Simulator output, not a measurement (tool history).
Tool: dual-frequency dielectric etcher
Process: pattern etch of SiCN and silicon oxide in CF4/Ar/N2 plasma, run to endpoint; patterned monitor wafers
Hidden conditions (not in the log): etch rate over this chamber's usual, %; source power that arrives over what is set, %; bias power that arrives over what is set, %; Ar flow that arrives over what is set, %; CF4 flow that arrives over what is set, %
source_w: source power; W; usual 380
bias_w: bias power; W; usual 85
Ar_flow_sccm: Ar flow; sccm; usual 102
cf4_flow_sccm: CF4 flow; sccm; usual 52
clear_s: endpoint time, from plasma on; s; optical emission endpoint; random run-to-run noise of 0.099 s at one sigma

run    hour  source_w  bias_w  Ar_flow_sccm  cf4_flow_sccm  wafers since the last listed run  hours since the last wet clean  hours since the last source power generator calibration  hours since the last bias power generator calibration  hours since the last Ar flow controller change  hours since the last CF4 flow controller change  hours since the last upper electrode change  incoming incoming film thickness, nm  clear_s
  1     0.0       380      85           102             52                                 0                           297.6                                                   4668.1                                                 1692.8                                          3755.8                                           2022.5                                        277.6                                 15.41     19.8
  2    38.6       380      85           102             52                               323                           336.2                                                   4706.7                                                 1731.4                                          3794.4                                           2061.1                                        316.2                                 15.42     19.8
      104.2  -- CF4 flow controller replaced
  3   129.0       330      78           102             52                               708                           426.6                                                   4797.1                                                 1821.8                                          3884.8                                             24.8                                        406.6                                 15.40     24.1
      137.0  -- source power generator calibrated
      261.5  -- Ar flow controller replaced
  4   410.2       460      71           115             39                              2275                           707.8                                                    273.2                                                 2103.0                                           148.7                                            306.0                                        687.8                                 15.53     18.9
      462.0  -- wet clean of the chamber
  5   483.0       310      73           102             52                               409                            21.0                                                    346.0                                                 2175.8                                           221.5                                            378.8                                        760.6                                 15.51     28.1
  6   557.7       420      85           102             60                               626                            95.7                                                    420.7                                                 2250.5                                           296.2                                            453.5                                        835.3                                 15.41     18.3
  7   597.6       380      85           102             52                               334                           135.6                                                    460.6                                                 2290.4                                           336.1                                            493.4                                        875.2                                 15.42     20.6
  8   652.3       380      85           102             52                               459                           190.3                                                    515.3                                                 2345.1                                           390.8                                            548.1                                        929.9                                 15.41     20.5
  9   741.8       440     105           109             42                               751                           279.8                                                    604.8                                                 2434.6                                           480.3                                            637.6                                       1019.4                                 15.37     16.3
 10   833.0       380      85           102             52                               765                           371.0                                                    696.0                                                 2525.8                                           571.5                                            728.8                                       1110.6                                 15.41     20.5
      894.9  -- bias power generator calibrated
 11   915.5       380      85           102             52                               658                           453.5                                                    778.5                                                   20.6                                           654.0                                            811.3                                       1193.1                                 15.55     20.6
 12  1016.6       380     104           102             64                               848                           554.6                                                    879.6                                                  121.7                                           755.1                                            912.4                                       1294.2                                 15.38     18.3
 13  1088.2       450      85           102             52                               600                           626.2                                                    951.2                                                  193.3                                           826.7                                            984.0                                       1365.8                                 15.45     16.9
 14  1130.6       350      94           102             40                               355                           668.6                                                    993.6                                                  235.7                                           869.1                                           1026.4                                       1408.2                                 15.32     21.8
 15  1196.0       380      85           102             52                               548                           734.0                                                   1059.0                                                  301.1                                           934.5                                           1091.8                                       1473.6                                 15.50     20.4
 16  1238.6       430      85            82             60                               357                           776.6                                                   1101.6                                                  343.7                                           977.1                                           1134.4                                       1516.2                                 15.44     17.0
 17  1275.8       380      91           102             52                               312                           813.8                                                   1138.8                                                  380.9                                          1014.3                                           1171.6                                       1553.4                                 15.49     19.8
     1345.4  -- wet clean of the chamber
 18  1381.2       380      95           121             52                               683                            35.8                                                   1244.2                                                  486.3                                          1119.7                                           1277.0                                       1658.8                                 15.55     19.8
 19  1469.0       380      79           102             52                               736                           123.6                                                   1332.0                                                  574.1                                          1207.5                                           1364.8                                       1746.6                                 15.46     21.0
 20  1510.5       420      85           102             39                               348                           165.1                                                   1373.5                                                  615.6                                          1249.0                                           1406.3                                       1788.1                                 15.51     18.6
 21  1616.7       470      69           121             61                               891                           271.3                                                   1479.7                                                  721.8                                          1355.2                                           1512.5                                       1894.3                                 15.31     17.4
 22  1677.4       320      70           102             52                               509                           332.0                                                   1540.4                                                  782.5                                          1415.9                                           1573.2                                       1955.0                                 15.37     26.4
 23  1740.3       380      85           122             52                               527                           394.9                                                   1603.3                                                  845.4                                          1478.8                                           1636.1                                       2017.9                                 15.50     20.7
 24  1803.1       380      85           102             52                               527                           457.7                                                   1666.1                                                  908.2                                          1541.6                                           1698.9                                       2080.7                                 15.52     20.1

Here are 4 independent what-if runs from the current tool condition. What would each one return?
  A  1803.5       410      85           102             52                                 3                           458.1                                                   1666.5                                                  908.6                                          1542.0                                           1699.3                                       2081.1                                 15.52        ?
  B  1803.5       380      85           114             45                                 3                           458.1                                                   1666.5                                                  908.6                                          1542.0                                           1699.3                                       2081.1                                 15.52        ?
  C  1803.5       380      99           102             52                                 3                           458.1                                                   1666.5                                                  908.6                                          1542.0                                           1699.3                                       2081.1                                 15.52        ?
  D  1803.5       290      85           102             52                                 3                           458.1                                                   1666.5                                                  908.6                                          1542.0                                           1699.3                                       2081.1                                 15.52        ?

run  clear_s
  A     18.6
  B     20.8
  C     19.0
  D     27.7
Take away the tool's hidden state, keep each run's random variation, and the runs would have read:
run  clear_s
  A     19.3
  B     21.6
  C     19.7
  D     28.8

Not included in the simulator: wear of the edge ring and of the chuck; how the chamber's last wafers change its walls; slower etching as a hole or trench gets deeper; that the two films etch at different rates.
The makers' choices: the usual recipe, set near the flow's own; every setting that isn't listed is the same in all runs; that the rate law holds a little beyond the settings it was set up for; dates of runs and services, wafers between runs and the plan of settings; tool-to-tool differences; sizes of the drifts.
